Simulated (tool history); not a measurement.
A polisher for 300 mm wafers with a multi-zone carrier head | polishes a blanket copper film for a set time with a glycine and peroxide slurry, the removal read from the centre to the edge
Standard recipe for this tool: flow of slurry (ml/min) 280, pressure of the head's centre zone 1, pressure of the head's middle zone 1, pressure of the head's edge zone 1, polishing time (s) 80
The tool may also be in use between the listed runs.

| run | hour | flow of slurry (ml/min) | pressure of the head's centre zone | pressure of the head's middle zone | pressure of the head's edge zone | polishing time (s) | wafers since the last listed run | wafers polished on this pad | hours since the slurry nozzle was cleaned | hours since the centre zone pressure was calibrated | hours since the edge zone pressure was calibrated | hours since the carrier head's membrane was replaced | incoming thickness of the incoming film, nm | film removed at the wafer's centre (Å) | film removed at mid-radius (Å) | film removed at the wafer's edge (Å) |
|---|---|---|---|---|---|---|---|---|---|---|---|---|---|---|---|---|
| 1 | 0 | 310 | 1 | 1 | 1 | 80 | 0 | 674 | 102.2 | 261.3 | 569.4 | 697.5 | 2218.1 | 4762 | 4760 | 4724 |
| 2 | 48.3 | 280 | 1 | 1 | 1 | 80 | 444 | 1119 | 150.5 | 309.6 | 617.7 | 745.8 | 2198.6 | 4666 | 4645 | 4618 |
| 3 | 124.3 | 280 | 1 | 1.05 | 1 | 80 | 700 | 1819 | 226.5 | 385.6 | 693.7 | 821.8 | 2165 | 4564 | 4778 | 4531 |
| 4 | 178 | 280 | 1 | 1.05 | 1 | 80 | 494 | 2314 | 280.2 | 439.3 | 747.4 | 875.5 | 2152.5 | 4630 | 4742 | 4432 |
|  | 206.9 | worn pad replaced by a new one |
| 5 | 246.9 | 280 | 1 | 1 | 1 | 80 | 597 | 368 | 349.1 | 508.2 | 816.3 | 944.4 | 2205.3 | 4701 | 4733 | 4703 |
| 6 | 297.6 | 280 | 1 | 1 | 1 | 80 | 467 | 835 | 399.8 | 558.9 | 867 | 995.1 | 2167.3 | 4746 | 4636 | 4605 |
| 7 | 358.7 | 280 | 1 | 1 | 1 | 80 | 562 | 1398 | 460.9 | 620 | 928.1 | 1056.2 | 2192.9 | 4739 | 4647 | 4560 |
| 8 | 446.2 | 280 | 1 | 1 | 1 | 80 | 806 | 2204 | 548.4 | 707.5 | 1015.6 | 1143.7 | 2159 | 4516 | 4548 | 4493 |
|  | 452.2 | edge zone pressure recalibrated |
|  | 488.8 | worn pad replaced by a new one |
| 9 | 512.5 | 280 | 1 | 1 | 1 | 80 | 555 | 218 | 614.7 | 773.8 | 60.3 | 1210 | 2204.5 | 4393 | 4242 | 4296 |
|  | 576.4 | carrier head's membrane replaced by a new one |
| 10 | 576.9 | 280 | 1 | 1 | 1 | 80 | 547 | 765 | 679.1 | 838.2 | 124.7 | 0.5 | 2224.2 | 4215 | 4206 | 4206 |
| 11 | 661.1 | 205 | 1 | 1 | 1 | 63 | 775 | 1541 | 763.3 | 922.4 | 208.9 | 84.7 | 2210.7 | 3097 | 3153 | 3131 |
| 12 | 721.9 | 280 | 0.91 | 1 | 0.94 | 80 | 560 | 2101 | 824.1 | 983.2 | 269.7 | 145.5 | 2207.9 | 3769 | 4135 | 3964 |
|  | 737.4 | centre zone pressure recalibrated |
|  | 755.8 | worn pad replaced by a new one, repeated, since the last time left the tool worse |
| 13 | 803.2 | 280 | 1 | 1 | 1 | 80 | 693 | 436 | 905.4 | 65.8 | 351 | 226.8 | 2199.6 | 4799 | 4644 | 4611 |
|  | 874.3 | slurry nozzle cleaned |
| 14 | 888.6 | 380 | 1.06 | 1.06 | 1 | 80 | 777 | 1213 | 14.3 | 151.2 | 436.4 | 312.2 | 2210.2 | 5114 | 5008 | 4687 |
| 15 | 970 | 315 | 1 | 1.07 | 1 | 80 | 749 | 1963 | 95.7 | 232.6 | 517.8 | 393.6 | 2193.3 | 4627 | 4833 | 4491 |
|  | 996.6 | worn pad replaced by a new one |
| 16 | 1026.2 | 280 | 1 | 1 | 1 | 80 | 480 | 272 | 151.9 | 288.8 | 574 | 449.8 | 2194.6 | 4776 | 4688 | 4677 |
| 17 | 1133.4 | 280 | 1 | 1 | 1.1 | 60 | 987 | 1259 | 259.1 | 396 | 681.2 | 557 | 2177.1 | 3528 | 3438 | 3565 |
| 18 | 1177.9 | 350 | 1.06 | 1 | 1.03 | 80 | 409 | 1669 | 303.6 | 440.5 | 725.7 | 601.5 | 2224.5 | 5145 | 4693 | 4639 |
| 19 | 1264.1 | 280 | 1 | 1 | 1 | 104 | 794 | 2463 | 389.8 | 526.7 | 811.9 | 687.7 | 2202.3 | 5947 | 5831 | 5801 |
| 20 | 1304.6 | 280 | 1 | 1 | 1 | 80 | 373 | 2836 | 430.3 | 567.2 | 852.4 | 728.2 | 2178.4 | 4516 | 4475 | 4436 |
|  | 1318.7 | worn pad replaced by a new one |
| 21 | 1402.5 | 280 | 1 | 1.04 | 0.96 | 62 | 865 | 771 | 528.2 | 665.1 | 950.3 | 826.1 | 2155.7 | 3743 | 3787 | 3529 |

A few steps of film removed at the wafer's centre (Å) between consecutive runs. Split each: what settings, incoming material and random variation would produce without the hidden state, and what is left over for the hidden state, along with gauge scatter present in only one of the two compared results (measured, and without hidden state):
Hidden state at play: removal rate lost through wear of the pad, %; slurry flow missing at the pad, %; deviation of the centre zone's pressure from its setpoint, %; deviation of the edge zone's pressure from its setpoint, %.
Run 8 -> 9: edge zone pressure recalibrated, worn pad replaced by a new one. film removed at the wafer's centre (Å) -123: hidden state -278, all else +155.
Run 12 -> 13: pressure of the head's centre zone 0.91 -> 1, pressure of the head's edge zone 0.94 -> 1, centre zone pressure recalibrated, worn pad replaced by a new one, repeated, since the last time left the tool worse. film removed at the wafer's centre (Å) +1030: hidden state +524, all else +506.
Run 17 -> 18: flow of slurry (ml/min) 280 -> 350, pressure of the head's centre zone 1 -> 1.06, pressure of the head's edge zone 1.1 -> 1.03, polishing time (s) 60 -> 80. film removed at the wafer's centre (Å) +1617: hidden state -93, all else +1710.
Run 19 -> 20: polishing time (s) 104 -> 80. film removed at the wafer's centre (Å) -1431: hidden state +40, all else -1471.

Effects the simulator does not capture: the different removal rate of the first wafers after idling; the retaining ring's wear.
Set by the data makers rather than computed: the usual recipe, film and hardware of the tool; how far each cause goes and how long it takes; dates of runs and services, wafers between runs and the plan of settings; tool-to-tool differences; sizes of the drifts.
